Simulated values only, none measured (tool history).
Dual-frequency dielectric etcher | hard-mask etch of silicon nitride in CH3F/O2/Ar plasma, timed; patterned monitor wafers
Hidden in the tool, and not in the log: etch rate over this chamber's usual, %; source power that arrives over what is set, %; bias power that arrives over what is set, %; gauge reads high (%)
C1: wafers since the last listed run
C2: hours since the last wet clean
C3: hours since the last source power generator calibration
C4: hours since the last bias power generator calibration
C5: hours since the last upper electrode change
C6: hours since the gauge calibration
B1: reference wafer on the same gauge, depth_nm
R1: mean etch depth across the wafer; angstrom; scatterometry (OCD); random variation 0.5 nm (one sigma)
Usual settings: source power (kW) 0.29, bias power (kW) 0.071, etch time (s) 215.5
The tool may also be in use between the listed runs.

{"run": 1, "hour": 0.0, "source power (kW)": 0.29, "bias power (kW)": 0.071, "etch time (s)": 215.5, "C1": 0, "C2": 402.5, "C3": 224.7, "C4": 2746.5, "C5": 1153.2, "C6": 1989.5, "B1": 128.1, "R1": 1263}
{"run": 2, "hour": 64.2, "source power (kW)": 0.29, "bias power (kW)": 0.071, "etch time (s)": 215.5, "C1": 470, "C2": 466.7, "C3": 288.9, "C4": 2810.7, "C5": 1217.4, "C6": 2053.7, "B1": 128.2, "R1": 1264}
{"run": 3, "hour": 155.1, "source power (kW)": 0.29, "bias power (kW)": 0.077, "etch time (s)": 215.5, "C1": 666, "C2": 557.6, "C3": 379.8, "C4": 2901.6, "C5": 1308.3, "C6": 2144.6, "B1": 127.9, "R1": 1312}
{"run": 4, "hour": 191.5, "source power (kW)": 0.29, "bias power (kW)": 0.071, "etch time (s)": 215.5, "C1": 267, "C2": 594, "C3": 416.2, "C4": 2938, "C5": 1344.7, "C6": 2181, "B1": 128, "R1": 1264}
{"hour": 269.2, "done": "wet clean of the chamber"}
{"run": 5, "hour": 269.7, "source power (kW)": 0.31, "bias power (kW)": 0.071, "etch time (s)": 215.5, "C1": 397, "C2": 0.5, "C3": 494.4, "C4": 3016.2, "C5": 1422.9, "C6": 2259.2, "B1": 127.8, "R1": 1294}
{"run": 6, "hour": 347.7, "source power (kW)": 0.31, "bias power (kW)": 0.071, "etch time (s)": 215.5, "C1": 572, "C2": 78.5, "C3": 572.4, "C4": 3094.2, "C5": 1500.9, "C6": 2337.2, "B1": 128.2, "R1": 1288}
{"run": 7, "hour": 437.1, "source power (kW)": 0.31, "bias power (kW)": 0.071, "etch time (s)": 215.5, "C1": 655, "C2": 167.9, "C3": 661.8, "C4": 3183.6, "C5": 1590.3, "C6": 2426.6, "B1": 127.7, "R1": 1289}
{"run": 8, "hour": 538.2, "source power (kW)": 0.29, "bias power (kW)": 0.071, "etch time (s)": 193, "C1": 741, "C2": 269, "C3": 762.9, "C4": 3284.7, "C5": 1691.4, "C6": 2527.7, "B1": 127.9, "R1": 1130}
{"run": 9, "hour": 583.3, "source power (kW)": 0.32, "bias power (kW)": 0.071, "etch time (s)": 215.5, "C1": 330, "C2": 314.1, "C3": 808, "C4": 3329.8, "C5": 1736.5, "C6": 2572.8, "B1": 128.1, "R1": 1309}
{"run": 10, "hour": 711.2, "source power (kW)": 0.32, "bias power (kW)": 0.071, "etch time (s)": 215.5, "C1": 938, "C2": 442, "C3": 935.9, "C4": 3457.7, "C5": 1864.4, "C6": 2700.7, "B1": 127.9, "R1": 1307}
{"run": 11, "hour": 755.8, "source power (kW)": 0.29, "bias power (kW)": 0.071, "etch time (s)": 215.5, "C1": 327, "C2": 486.6, "C3": 980.5, "C4": 3502.3, "C5": 1909, "C6": 2745.3, "B1": 128.3, "R1": 1260}
{"run": 12, "hour": 844.1, "source power (kW)": 0.29, "bias power (kW)": 0.071, "etch time (s)": 215.5, "C1": 647, "C2": 574.9, "C3": 1068.8, "C4": 3590.6, "C5": 1997.3, "C6": 2833.6, "B1": 128.1, "R1": 1254}
{"run": 13, "hour": 891.8, "source power (kW)": 0.29, "bias power (kW)": 0.061, "etch time (s)": 215.5, "C1": 349, "C2": 622.6, "C3": 1116.5, "C4": 3638.3, "C5": 2045, "C6": 2881.3, "B1": 128.3, "R1": 1173}
{"hour": 919.4, "done": "wet clean of the chamber"}
{"run": 14, "hour": 956.3, "source power (kW)": 0.29, "bias power (kW)": 0.061, "etch time (s)": 215.5, "C1": 297, "C2": 36.9, "C3": 1181, "C4": 3702.8, "C5": 2109.5, "C6": 2945.8, "B1": 128, "R1": 1178}
{"run": 15, "hour": 1052.9, "source power (kW)": 0.29, "bias power (kW)": 0.071, "etch time (s)": 175.5, "C1": 708, "C2": 133.5, "C3": 1277.6, "C4": 3799.4, "C5": 2206.1, "C6": 3042.4, "B1": 128, "R1": 1029}
{"run": 16, "hour": 1150.2, "source power (kW)": 0.29, "bias power (kW)": 0.065, "etch time (s)": 215.5, "C1": 713, "C2": 230.8, "C3": 1374.9, "C4": 3896.7, "C5": 2303.4, "C6": 3139.7, "B1": 127.8, "R1": 1217}
{"hour": 1156.0, "done": "gauge calibrated"}
{"hour": 1189.0, "done": "bias power generator calibrated"}
{"run": 17, "hour": 1199.4, "source power (kW)": 0.27, "bias power (kW)": 0.071, "etch time (s)": 215.5, "C1": 331, "C2": 280, "C3": 1424.1, "C4": 10.4, "C5": 2352.6, "C6": 43.4, "B1": 128, "R1": 1231}
{"run": 18, "hour": 1298.3, "source power (kW)": 0.24, "bias power (kW)": 0.076, "etch time (s)": 191.5, "C1": 725, "C2": 378.9, "C3": 1523, "C4": 109.3, "C5": 2451.5, "C6": 142.3, "B1": 127.8, "R1": 1078}
{"run": 19, "hour": 1392.6, "source power (kW)": 0.29, "bias power (kW)": 0.071, "etch time (s)": 215.5, "C1": 691, "C2": 473.2, "C3": 1617.3, "C4": 203.6, "C5": 2545.8, "C6": 236.6, "B1": 127.9, "R1": 1262}
{"run": 20, "hour": 1434.8, "source power (kW)": 0.29, "bias power (kW)": 0.071, "etch time (s)": 277.5, "C1": 309, "C2": 515.4, "C3": 1659.5, "C4": 245.8, "C5": 2588, "C6": 278.8, "B1": 128, "R1": 1624}
{"hour": 1461.8, "done": "upper electrode replaced"}
{"run": 21, "hour": 1539.6, "source power (kW)": 0.23, "bias power (kW)": 0.055, "etch time (s)": 279, "C1": 592, "C2": 620.2, "C3": 1764.3, "C4": 350.6, "C5": 77.8, "C6": 383.6, "B1": 128.3, "R1": 1338}
{"hour": 1580.2, "done": "wet clean of the chamber"}
{"run": 22, "hour": 1583.0, "source power (kW)": 0.24, "bias power (kW)": 0.071, "etch time (s)": 215.5, "C1": 142, "C2": 2.8, "C3": 1807.7, "C4": 394, "C5": 121.2, "C6": 427, "B1": 127.8, "R1": 1175}
{"hour": 1716.9, "done": "source power generator calibrated"}
{"run": 23, "hour": 1807.5, "source power (kW)": 0.35, "bias power (kW)": 0.054, "etch time (s)": 158, "C1": 1617, "C2": 227.3, "C3": 90.6, "C4": 618.5, "C5": 345.7, "C6": 651.5, "B1": 128.1, "R1": 884}
{"run": 24, "hour": 1859.1, "source power (kW)": 0.29, "bias power (kW)": 0.071, "etch time (s)": 215.5, "C1": 378, "C2": 278.9, "C3": 142.2, "C4": 670.1, "C5": 397.3, "C6": 703.1, "B1": 127.9, "R1": 1263}
{"run": 25, "hour": 1904.6, "source power (kW)": 0.26, "bias power (kW)": 0.055, "etch time (s)": 198.5, "C1": 333, "C2": 324.4, "C3": 187.7, "C4": 715.6, "C5": 442.8, "C6": 748.6, "B1": 128.2, "R1": 989}
{"run": 26, "hour": 1952.8, "source power (kW)": 0.29, "bias power (kW)": 0.085, "etch time (s)": 215.5, "C1": 353, "C2": 372.6, "C3": 235.9, "C4": 763.8, "C5": 491, "C6": 796.8, "B1": 128, "R1": 1368}
{"hour": 2137.7, "done": "wet clean of the chamber"}
{"run": 27, "hour": 2144.2, "source power (kW)": 0.29, "bias power (kW)": 0.071, "etch time (s)": 256.5, "C1": 1228, "C2": 6.5, "C3": 427.3, "C4": 955.2, "C5": 682.4, "C6": 988.2, "B1": 127.9, "R1": 1502}
{"run": 28, "hour": 2291.7, "source power (kW)": 0.29, "bias power (kW)": 0.063, "etch time (s)": 154, "C1": 1082, "C2": 154, "C3": 574.8, "C4": 1102.7, "C5": 829.9, "C6": 1135.7, "B1": 128.1, "R1": 849}
{"run": 29, "hour": 2396.4, "source power (kW)": 0.23, "bias power (kW)": 0.055, "etch time (s)": 279, "C1": 768, "C2": 258.7, "C3": 679.5, "C4": 1207.4, "C5": 934.6, "C6": 1240.4, "B1": 128, "R1": 1327}
{"run": 30, "hour": 2495.9, "source power (kW)": 0.26, "bias power (kW)": 0.071, "etch time (s)": 238.5, "C1": 729, "C2": 358.2, "C3": 779, "C4": 1306.9, "C5": 1034.1, "C6": 1339.9, "B1": 128, "R1": 1339}
{"run": 31, "hour": 2538.0, "source power (kW)": 0.29, "bias power (kW)": 0.071, "etch time (s)": 215.5, "C1": 308, "C2": 400.3, "C3": 821.1, "C4": 1349, "C5": 1076.2, "C6": 1382, "B1": 127.8, "R1": 1267}

How the hidden state differs across the entries between the runs, from the last listed run before each to the first after it:
Between runs 4 and 5: wet clean of the chamber (hour 269.2)
  no hidden state differs between the two runs
Between runs 13 and 14: wet clean of the chamber (hour 919.4)
  no hidden state differs between the two runs
Between runs 16 and 17: gauge calibrated (hour 1156); bias power generator calibrated (hour 1189)
  no hidden state differs between the two runs
Between runs 20 and 21: upper electrode replaced (hour 1461.8)
  no hidden state differs between the two runs
Between runs 21 and 22: wet clean of the chamber (hour 1580.2)
  no hidden state differs between the two runs
Between runs 22 and 23: source power generator calibrated (hour 1716.9)
  no hidden state differs between the two runs
Between runs 26 and 27: wet clean of the chamber (hour 2137.7)
  no hidden state differs between the two runs
